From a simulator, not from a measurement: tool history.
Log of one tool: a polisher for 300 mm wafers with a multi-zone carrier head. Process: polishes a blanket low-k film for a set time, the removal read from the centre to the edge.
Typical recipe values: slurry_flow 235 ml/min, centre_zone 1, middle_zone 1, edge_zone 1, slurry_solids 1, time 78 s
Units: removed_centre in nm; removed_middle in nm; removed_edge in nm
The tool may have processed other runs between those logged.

run	day	slurry_flow	centre_zone	middle_zone	edge_zone	slurry_solids	time	incoming thickness of the incoming film, nm	removed_centre	removed_middle	removed_edge
1	0	235	1.05	1	1.1	1	78	610.3	20.6	19.1	20.7
2	4.108	235	0.92	1	1.11	1	98	606.9	22.4	24.3	25.4
# day 5.446: edge zone pressure recalibrated
3	6.688	235	1	1	1	1	62	618.3	15.4	15.2	15.4
4	9.7	235	1.09	1	1	1	78	618.5	20.9	18.9	19.5
5	14.125	295	1	1	1.08	1	94	621.7	23.3	23.5	24.2
6	15.896	235	1	0.88	0.88	1	78	617.7	18.7	17.3	17.9
7	17.688	235	1	0.92	1	1	78	604.8	18.6	17.6	19.2
# day 19.254: worn pad replaced by a new one, of another model than before
8	20.546	235	0.94	1	1.03	1.1	54	600.2	13.2	14.1	14.3
9	22.304	235	1	1	0.97	1	78	617.1	19.7	19.6	19.4
10	24.254	235	1	1	1	1	78	606.7	19.6	20	19.8
11	25.846	235	1.09	1	1	1	78	613.7	21.5	19.5	20
12	27.575	185	1	1	0.88	0.75	78	610.4	16.9	16.4	15.9
# day 27.925: slurry nozzle cleaned
13	31.629	270	1	1	1	0.8	78	615.9	17.9	17.7	18.2
# day 34.042: centre zone pressure recalibrated
14	35.45	235	0.9	1	0.96	1	78	599.9	17.2	19.3	19.2
15	39.717	235	0.9	1	1	1	78	599.4	17.3	19.3	19.9
16	41.692	235	0.94	1	1.03	1.1	54	617.4	13	14.1	14.2
17	45.171	235	1.11	1	1.06	1.2	78	607.9	22.5	20.5	20.9
18	47.208	160	1.06	1	1	1	91	608.9	22.6	21.1	21.2
# day 49.562: worn pad replaced by a new one
19	49.712	235	1	1	0.93	0.7	78	619.4	16.5	17.1	16.1
20	52.062	235	1	1	1	1	78	607.9	19.9	19.8	20.1
21	54.996	235	1	1	1	1	78	621.4	19.6	19.5	19.6
# day 56.317: slurry nozzle cleaned
# day 58.904: edge zone pressure recalibrated
22	64.346	290	1.05	1.09	1.12	1	78	604.4	20.9	21.7	21.4

3 ways to go on from here, each from the tool as it stands after run 22. What would each give?
A	64.367	235	0.97	1	1	1	78	618.2	?	?	?
B	64.367	235	1	1	1.08	1	78	618.2	?	?	?
C	64.367	235	1	1.04	1	1	66	618.2	?	?	?

run	removed_centre	removed_middle	removed_edge
A	18.8	19.4	19.9
B	19.4	19.4	20.6
C	16.4	17	16.8
Take away the tool's hidden state, keep each run's random variation, and the runs would have read:
run	removed_centre	removed_middle	removed_edge
A	19	19.7	20.1
B	19.6	19.7	20.9
C	16.6	17.2	17

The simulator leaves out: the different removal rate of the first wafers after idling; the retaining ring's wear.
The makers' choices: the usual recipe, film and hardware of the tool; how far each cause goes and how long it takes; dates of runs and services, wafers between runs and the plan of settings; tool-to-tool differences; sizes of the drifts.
